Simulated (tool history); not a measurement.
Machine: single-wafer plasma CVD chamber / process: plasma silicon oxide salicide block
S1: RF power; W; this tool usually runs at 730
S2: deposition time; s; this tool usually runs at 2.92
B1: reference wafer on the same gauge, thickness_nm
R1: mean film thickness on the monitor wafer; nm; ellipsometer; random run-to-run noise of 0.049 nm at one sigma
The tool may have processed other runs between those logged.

run   hour   S1    S2      B1      R1
  1      0  730  2.92  34.308  32.109
  2    6.4  730  2.92  34.301  32.079
  3   19.4  730  2.92  34.292  32.078
  4   33.6  730  2.92  34.306  32.094
  5   47.5  730  2.92  34.301  32.093
  6   55.7  730  2.92   34.29    32.1
  7   65.2  730  2.92  34.301  32.046
  8   82.3  730  2.92  34.309  32.121
  9   92.4  730  2.53  34.292  27.859
 10  100.2  730  2.92  34.299  32.123
 11  115.2  730  2.92  34.295  32.082
 12  129.1  730  2.92  34.302  32.152
 13  141.3  805  2.78  34.294  31.313
 14  154.9  805  2.78  34.303   31.33
 15  169.8  805  2.78    34.3  31.259
 16  186.3  730  2.92  34.303  32.012
 17  202.5  730  2.92  34.297  31.987
     215.9  -- showerhead replaced
     220.1  -- RF generator calibrated
 18  220.6  730  2.92  34.301  32.697
 19  225.5  730  2.92   34.31  32.761
 20  232.4  805  2.78  34.294  31.925
 21    242  810  3.43  34.291  39.535
 22  254.5  870  3.22  34.297  37.737
 23  264.9  670  2.68  34.304  29.436
 24  279.2  670  2.68    34.3  29.409
 25  287.3  625  3.25  34.303  35.034
 26    294  845   2.4  34.306  27.877
 27  302.4  830  2.92  34.292  33.822
 28  314.1  730  2.92  34.297  32.748
 29  320.2  730  2.92  34.305  32.809
 30  336.3  675  3.37  34.299  37.011
     338.3  -- gauge calibrated
 31  351.7  840  3.44    34.3  39.942
 32  363.5  770  2.92  34.294  33.165
 33  378.8  730  2.92  34.301  32.709
 34    390  870   2.5  34.296  29.225
 35  403.1  595  2.42  34.306   25.76
 36  410.3  770  2.92  34.297  33.093
 37  427.9  685  3.08  34.302  33.933
 38    439  730  3.23  34.297   36.28

Same runs, no hidden state in the tool, same run-to-run variation:
Hidden conditions of the tool in this case: delivered RF power above the setpoint (%); gauge reads high (%).
run      R1
  1  32.793
  2  32.766
  3   32.77
  4  32.793
  5  32.797
  6  32.808
  7  32.757
  8   32.84
  9  28.487
 10   32.85
 11  32.814
 12  32.892
 13  32.038
 14  32.061
 15  31.995
 16  32.772
 17  32.753
 18  32.755
 19  32.821
 20  31.986
 21  39.615
 22  37.819
 23  29.503
 24  29.481
 25  35.123
 26  27.951
 27  33.915
 28  32.842
 29  32.906
 30  37.128
 31  40.075
 32   33.28
 33  32.828
 34  29.336
 35  25.862
 36  33.227
 37  34.077
 38  36.439
